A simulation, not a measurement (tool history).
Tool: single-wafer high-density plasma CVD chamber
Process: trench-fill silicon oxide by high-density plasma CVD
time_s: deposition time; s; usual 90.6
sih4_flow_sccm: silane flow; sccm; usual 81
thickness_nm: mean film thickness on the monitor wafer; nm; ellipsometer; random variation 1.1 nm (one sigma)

run,hour,time_s,sih4_flow_sccm,"read-back reference wafer on the same gauge, thickness_nm",thickness_nm
1,0.0,90.6,81,616.138,762.709
2,10.5,90.6,81,616.130,766.278
3,26.9,90.6,71,616.049,705.253
4,33.5,90.6,71,615.908,704.906
5,44.5,90.6,71,615.882,705.326
6,53.4,77.1,81,615.889,652.004
7,89.7,77.1,81,615.965,647.782
8,104.2,76.9,92,616.135,704.086
9,114.3,90.6,81,615.881,764.804
10,121.8,90.6,81,615.923,763.473
# hour 127.2: gauge calibrated
# hour 133.0: silane flow controller replaced
11,138.3,101.5,71,616.272,789.546
12,155.1,101.5,71,616.267,787.351
13,168.7,90.6,97,616.081,858.327
14,178.0,90.6,81,616.010,764.936
15,189.5,90.6,87,615.946,800.960
16,227.6,90.6,81,616.295,763.356
17,233.8,105.0,96,615.918,984.677
18,280.4,77.1,81,616.056,650.342
19,289.6,79.0,90,615.944,713.474
20,300.1,90.6,67,615.930,682.025
21,308.9,100.8,81,615.682,849.529
22,318.5,90.6,81,616.108,764.087
23,330.2,108.4,86,616.265,947.412
24,344.9,90.6,81,616.055,762.515

The tool's hidden state at each run:
delivered silane flow above the setpoint (%): 0 in every run
gauge reads high (%): 0 in every run
